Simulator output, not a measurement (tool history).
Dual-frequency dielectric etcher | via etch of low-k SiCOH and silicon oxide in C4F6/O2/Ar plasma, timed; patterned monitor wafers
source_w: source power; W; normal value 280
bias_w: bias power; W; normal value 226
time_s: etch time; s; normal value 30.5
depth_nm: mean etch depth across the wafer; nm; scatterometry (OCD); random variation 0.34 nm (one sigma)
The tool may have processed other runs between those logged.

| run | hour | source_w | bias_w | time_s | wafers since the last listed run | hours since the last wet clean | hours since the last source power generator calibration | hours since the last bias power generator calibration | hours since the last upper electrode change | hours since the gauge calibration | read-back reference wafer on the same gauge, depth_nm | depth_nm |
|---|---|---|---|---|---|---|---|---|---|---|---|---|
| 1 | 0.0 | 280 | 262 | 30.5 | 0 | 422.9 | 2012.2 | 1850.0 | 2264.9 | 1174.9 | 86.0 | 77.3 |
| 2 | 33.9 | 280 | 262 | 30.5 | 514 | 456.8 | 2046.1 | 1883.9 | 2298.8 | 1208.8 | 86.0 | 77.3 |
|  | 89.4 | wet clean of the chamber |
| 3 | 89.9 | 280 | 226 | 30.5 | 485 | 0.5 | 2102.1 | 1939.9 | 2354.8 | 1264.8 | 86.0 | 72.0 |
| 4 | 110.4 | 280 | 226 | 30.5 | 311 | 21.0 | 2122.6 | 1960.4 | 2375.3 | 1285.3 | 86.0 | 72.5 |
| 5 | 152.5 | 280 | 226 | 30.5 | 639 | 63.1 | 2164.7 | 2002.5 | 2417.4 | 1327.4 | 86.0 | 72.1 |
| 6 | 185.3 | 280 | 226 | 30.5 | 497 | 95.9 | 2197.5 | 2035.3 | 2450.2 | 1360.2 | 86.0 | 72.4 |
| 7 | 359.7 | 280 | 226 | 33.0 | 2647 | 270.3 | 2371.9 | 2209.7 | 2624.6 | 1534.6 | 85.9 | 77.5 |
| 8 | 391.5 | 280 | 226 | 33.0 | 482 | 302.1 | 2403.7 | 2241.5 | 2656.4 | 1566.4 | 86.0 | 77.3 |
| 9 | 453.0 | 280 | 226 | 33.0 | 933 | 363.6 | 2465.2 | 2303.0 | 2717.9 | 1627.9 | 86.1 | 77.9 |
| 10 | 510.0 | 280 | 238 | 33.5 | 865 | 420.6 | 2522.2 | 2360.0 | 2774.9 | 1684.9 | 86.0 | 80.5 |
|  | 563.5 | gauge calibrated |
|  | 566.2 | wet clean of the chamber |
| 11 | 566.7 | 280 | 238 | 33.5 | 496 | 0.5 | 2578.9 | 2416.7 | 2831.6 | 3.2 | 85.9 | 80.7 |
| 12 | 625.4 | 280 | 238 | 33.5 | 891 | 59.2 | 2637.6 | 2475.4 | 2890.3 | 61.9 | 86.0 | 81.1 |
| 13 | 693.2 | 280 | 226 | 30.5 | 1029 | 127.0 | 2705.4 | 2543.2 | 2958.1 | 129.7 | 86.1 | 71.0 |
|  | 850.2 | upper electrode replaced |
| 14 | 850.7 | 300 | 267 | 30.5 | 2026 | 284.5 | 2862.9 | 2700.7 | 0.5 | 287.2 | 86.0 | 80.1 |
| 15 | 883.8 | 250 | 241 | 30.5 | 502 | 317.6 | 2896.0 | 2733.8 | 33.6 | 320.3 | 86.0 | 68.2 |
| 16 | 912.3 | 280 | 226 | 30.5 | 432 | 346.1 | 2924.5 | 2762.3 | 62.1 | 348.8 | 86.0 | 71.1 |
| 17 | 969.6 | 280 | 226 | 30.5 | 869 | 403.4 | 2981.8 | 2819.6 | 119.4 | 406.1 | 85.9 | 71.4 |
| 18 | 1034.3 | 280 | 226 | 30.5 | 982 | 468.1 | 3046.5 | 2884.3 | 184.1 | 470.8 | 86.2 | 71.5 |
|  | 1063.5 | source power generator calibrated |
|  | 1079.8 | wet clean of the chamber |
| 19 | 1095.9 | 240 | 205 | 28.0 | 626 | 16.1 | 32.4 | 2945.9 | 245.7 | 532.4 | 86.0 | 56.1 |
| 20 | 1143.3 | 230 | 187 | 21.5 | 719 | 63.5 | 79.8 | 2993.3 | 293.1 | 579.8 | 86.0 | 39.9 |
| 21 | 1211.5 | 310 | 192 | 36.5 | 1035 | 131.7 | 148.0 | 3061.5 | 361.3 | 648.0 | 86.1 | 83.1 |
| 22 | 1247.4 | 280 | 226 | 30.5 | 544 | 167.6 | 183.9 | 3097.4 | 397.2 | 683.9 | 85.9 | 69.3 |
|  | 1353.7 | source power generator calibrated, repeated, since the last time left the tool worse |
|  | 1364.8 | bias power generator calibrated |
| 23 | 1409.9 | 330 | 244 | 30.5 | 2345 | 330.1 | 56.2 | 45.1 | 559.7 | 846.4 | 85.9 | 82.8 |
| 24 | 1479.4 | 320 | 184 | 33.5 | 1054 | 399.6 | 125.7 | 114.6 | 629.2 | 915.9 | 86.1 | 79.3 |
|  | 1580.9 | wet clean of the chamber |
| 25 | 1666.3 | 280 | 226 | 30.5 | 2472 | 85.4 | 312.6 | 301.5 | 816.1 | 1102.8 | 86.0 | 72.5 |
| 26 | 1702.2 | 280 | 226 | 30.5 | 544 | 121.3 | 348.5 | 337.4 | 852.0 | 1138.7 | 86.0 | 72.7 |
| 27 | 1754.7 | 280 | 226 | 27.5 | 796 | 173.8 | 401.0 | 389.9 | 904.5 | 1191.2 | 86.0 | 65.2 |

Branching from run 27: 5 alternative next runs. What would each branch give?
| A | 1755.1 | 240 | 226 | 30.5 | 6 | 174.2 | 401.4 | 390.3 | 904.9 | 1191.6 | ? | ? |
| B | 1755.1 | 280 | 255 | 30.5 | 6 | 174.2 | 401.4 | 390.3 | 904.9 | 1191.6 | ? | ? |
| C | 1755.1 | 280 | 226 | 36.0 | 6 | 174.2 | 401.4 | 390.3 | 904.9 | 1191.6 | ? | ? |
| D | 1755.1 | 300 | 271 | 33.5 | 6 | 174.2 | 401.4 | 390.3 | 904.9 | 1191.6 | ? | ? |
| E | 1755.1 | 250 | 268 | 22.5 | 6 | 174.2 | 401.4 | 390.3 | 904.9 | 1191.6 | ? | ? |

| run | read-back reference wafer on the same gauge, depth_nm | depth_nm |
|---|---|---|
| A | 86.0 | 65.7 |
| B | 86.0 | 76.5 |
| C | 86.0 | 85.6 |
| D | 86.0 | 89.9 |
| E | 86.0 | 53.7 |
The same runs, with their run-to-run variation unchanged, on a tool lacking any hidden condition would have given:
| run | depth_nm |
|---|---|
| A | 66.0 |
| B | 76.8 |
| C | 86.0 |
| D | 90.3 |
| E | 54.0 |
